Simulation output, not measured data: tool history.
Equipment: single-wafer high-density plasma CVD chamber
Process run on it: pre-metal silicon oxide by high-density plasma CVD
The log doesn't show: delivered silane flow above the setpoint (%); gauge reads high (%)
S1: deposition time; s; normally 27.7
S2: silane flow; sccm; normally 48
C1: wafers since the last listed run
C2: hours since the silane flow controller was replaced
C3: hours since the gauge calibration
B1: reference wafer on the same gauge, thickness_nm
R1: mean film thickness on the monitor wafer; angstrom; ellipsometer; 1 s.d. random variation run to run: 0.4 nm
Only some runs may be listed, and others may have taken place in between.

{"run": 1, "hour": 0.0, "S1": 27.7, "S2": 43, "C1": 0, "C2": 1182.5, "C3": 395.9, "B1": 123.082, "R1": 1208.58}
{"run": 2, "hour": 189.3, "S1": 27.7, "S2": 48, "C1": 5127, "C2": 1371.8, "C3": 585.2, "B1": 122.984, "R1": 1351.21}
{"run": 3, "hour": 239.1, "S1": 27.7, "S2": 48, "C1": 1348, "C2": 1421.6, "C3": 635.0, "B1": 122.992, "R1": 1347.99}
{"run": 4, "hour": 287.6, "S1": 27.7, "S2": 48, "C1": 1313, "C2": 1470.1, "C3": 683.5, "B1": 122.987, "R1": 1352.02}
{"run": 5, "hour": 325.2, "S1": 27.7, "S2": 48, "C1": 1018, "C2": 1507.7, "C3": 721.1, "B1": 122.995, "R1": 1359.59}
{"run": 6, "hour": 373.1, "S1": 27.7, "S2": 48, "C1": 1297, "C2": 1555.6, "C3": 769.0, "B1": 122.963, "R1": 1350.43}
{"run": 7, "hour": 401.4, "S1": 27.7, "S2": 48, "C1": 766, "C2": 1583.9, "C3": 797.3, "B1": 123.058, "R1": 1348.81}
{"run": 8, "hour": 431.4, "S1": 27.7, "S2": 46, "C1": 812, "C2": 1613.9, "C3": 827.3, "B1": 123.002, "R1": 1294.38}
{"run": 9, "hour": 489.8, "S1": 27.7, "S2": 46, "C1": 1581, "C2": 1672.3, "C3": 885.7, "B1": 122.851, "R1": 1291.44}
{"run": 10, "hour": 538.0, "S1": 27.7, "S2": 46, "C1": 1305, "C2": 1720.5, "C3": 933.9, "B1": 123.116, "R1": 1289.92}
{"run": 11, "hour": 565.2, "S1": 27.7, "S2": 48, "C1": 736, "C2": 1747.7, "C3": 961.1, "B1": 123.107, "R1": 1348.48}
{"run": 12, "hour": 595.8, "S1": 27.7, "S2": 48, "C1": 828, "C2": 1778.3, "C3": 991.7, "B1": 123.052, "R1": 1351.35}
{"hour": 628.9, "done": "silane flow controller replaced"}
{"run": 13, "hour": 659.2, "S1": 30.0, "S2": 48, "C1": 1500, "C2": 30.3, "C3": 1055.1, "B1": 122.995, "R1": 1469.15}
{"run": 14, "hour": 725.0, "S1": 30.0, "S2": 48, "C1": 1782, "C2": 96.1, "C3": 1120.9, "B1": 122.984, "R1": 1467.15}
{"run": 15, "hour": 766.4, "S1": 27.7, "S2": 48, "C1": 1121, "C2": 137.5, "C3": 1162.3, "B1": 123.016, "R1": 1353.41}
{"run": 16, "hour": 808.1, "S1": 23.1, "S2": 58, "C1": 1129, "C2": 179.2, "C3": 1204.0, "B1": 123.149, "R1": 1365.1}
{"run": 17, "hour": 859.1, "S1": 27.7, "S2": 48, "C1": 1381, "C2": 230.2, "C3": 1255.0, "B1": 123.063, "R1": 1350.78}
{"run": 18, "hour": 990.9, "S1": 27.7, "S2": 46, "C1": 3569, "C2": 362.0, "C3": 1386.8, "B1": 122.997, "R1": 1295.6}
{"hour": 992.9, "done": "gauge calibrated"}
{"run": 19, "hour": 1032.5, "S1": 27.7, "S2": 48, "C1": 1126, "C2": 403.6, "C3": 39.6, "B1": 122.934, "R1": 1344.9}
{"run": 20, "hour": 1083.8, "S1": 32.5, "S2": 40, "C1": 1389, "C2": 454.9, "C3": 90.9, "B1": 122.962, "R1": 1322.91}
{"run": 21, "hour": 1111.4, "S1": 27.7, "S2": 48, "C1": 747, "C2": 482.5, "C3": 118.5, "B1": 122.851, "R1": 1351.34}
{"run": 22, "hour": 1280.5, "S1": 25.1, "S2": 41, "C1": 4580, "C2": 651.6, "C3": 287.6, "B1": 122.939, "R1": 1048.83}
{"run": 23, "hour": 1311.0, "S1": 25.0, "S2": 45, "C1": 826, "C2": 682.1, "C3": 318.1, "B1": 122.902, "R1": 1144.75}
{"run": 24, "hour": 1359.9, "S1": 29.9, "S2": 57, "C1": 1324, "C2": 731.0, "C3": 367.0, "B1": 123.062, "R1": 1725.49}
{"run": 25, "hour": 1391.3, "S1": 27.7, "S2": 48, "C1": 850, "C2": 762.4, "C3": 398.4, "B1": 123.092, "R1": 1352.39}
{"run": 26, "hour": 1462.2, "S1": 31.7, "S2": 42, "C1": 1920, "C2": 833.3, "C3": 469.3, "B1": 122.991, "R1": 1354.27}
{"run": 27, "hour": 1493.7, "S1": 25.1, "S2": 48, "C1": 853, "C2": 864.8, "C3": 500.8, "B1": 122.992, "R1": 1231.93}
{"run": 28, "hour": 1545.0, "S1": 24.3, "S2": 53, "C1": 1389, "C2": 916.1, "C3": 552.1, "B1": 123.106, "R1": 1304.4}
{"run": 29, "hour": 1579.9, "S1": 32.9, "S2": 41, "C1": 945, "C2": 951.0, "C3": 587.0, "B1": 123.025, "R1": 1369.27}
{"run": 30, "hour": 1632.5, "S1": 25.8, "S2": 57, "C1": 1424, "C2": 1003.6, "C3": 639.6, "B1": 123.068, "R1": 1496.14}

4 options for the next run, each taken on its own from the tool as it stands now. Forecast them:
{"run": "A", "hour": 1632.9, "S1": 26.0, "S2": 48, "C1": 10, "C2": 1004.0, "C3": 640.0, "B1": "?", "R1": "?"}
{"run": "B", "hour": 1632.9, "S1": 27.7, "S2": 54, "C1": 10, "C2": 1004.0, "C3": 640.0, "B1": "?", "R1": "?"}
{"run": "C", "hour": 1632.9, "S1": 29.2, "S2": 45, "C1": 10, "C2": 1004.0, "C3": 640.0, "B1": "?", "R1": "?"}
{"run": "D", "hour": 1632.9, "S1": 30.3, "S2": 39, "C1": 10, "C2": 1004.0, "C3": 640.0, "B1": "?", "R1": "?"}

run=A B1=123.009 R1=1269.92
run=B B1=123.009 R1=1522.07
run=C B1=123.009 R1=1337.08
run=D B1=123.009 R1=1202.45
Take away the tool's hidden state, keep each run's random variation, and the runs would have read:
run=A R1=1269.92
run=B R1=1522.07
run=C R1=1337.08
run=D R1=1202.45
